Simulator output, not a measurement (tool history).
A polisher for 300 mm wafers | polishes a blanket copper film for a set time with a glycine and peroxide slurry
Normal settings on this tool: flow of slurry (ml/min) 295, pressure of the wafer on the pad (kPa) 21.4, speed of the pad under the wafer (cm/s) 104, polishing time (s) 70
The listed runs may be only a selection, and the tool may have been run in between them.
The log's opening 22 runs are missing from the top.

run	hour	flow of slurry (ml/min)	pressure of the wafer on the pad (kPa)	speed of the pad under the wafer (cm/s)	polishing time (s)	wafers since the last listed run	wafers polished on this pad	hours since the slurry nozzle was cleaned	hours since the head pressure was calibrated	incoming thickness of the incoming film, nm	film removed (angstrom)
23	1447.1	295	21.4	104	82	866	4194	367	544.4	2344.4	4276
# hour 1463.3: head pressure recalibrated
24	1544.5	205	28.3	104	70	1275	5470	464.4	81.2	2308.7	4377
25	1595.7	250	23.4	72	79	684	6154	515.6	132.4	2264.9	3200
# hour 1644.8: slurry nozzle cleaned
26	1648.4	295	21.4	104	62	691	6845	3.6	185.1	2272.3	3206
27	1688.3	295	21.4	104	70	533	7379	43.5	225	2342.9	3696
# hour 1728.1: worn pad replaced by a new one
28	1769.9	295	15.2	104	56	1037	558	125.1	306.6	2325.3	2177
29	1876.3	295	21.4	104	91	1422	1981	231.5	413	2339.4	4755
30	1981.6	385	21.4	136	70	1407	3388	336.8	518.3	2340.5	4796
# hour 2002.2: head pressure recalibrated
# hour 2154.2: slurry nozzle cleaned
31	2192.3	295	23.4	104	85	2776	6165	38.1	190.1	2325.8	4843
# hour 2202: worn pad replaced by a new one
32	2290.8	295	21.4	104	70	1263	1186	136.6	288.6	2308.4	3654
33	2376.2	190	21.4	104	76	1141	2328	222	374	2285.5	3755
34	2454.5	390	15.2	80	57	1046	3374	300.3	452.3	2280.1	1874
# hour 2488.6: head pressure recalibrated
35	2522.3	215	15.9	122	61	879	4254	368.1	33.7	2287.7	2690
36	2599.4	330	18.6	90	80	1030	5285	445.2	110.8	2293.3	3341

Predict each of these 5 candidate next runs independently; none follows another, all start after run 36:
A	2599.8	295	21.4	104	70	5	5290	445.6	111.2	2299.3	?
B	2599.8	260	28.3	116	90	5	5290	445.6	111.2	2299.3	?
C	2599.8	295	13.8	104	89	5	5290	445.6	111.2	2299.3	?
D	2599.8	295	18.6	132	70	5	5290	445.6	111.2	2299.3	?
E	2599.8	295	21.4	116	90	5	5290	445.6	111.2	2299.3	?

run	film removed (angstrom)
A	3611
B	6417
C	3215
D	3933
E	5095
Take away the tool's hidden state, keep each run's random variation, and the runs would have read:
run	film removed (angstrom)
A	3611
B	6417
C	3215
D	3933
E	5095
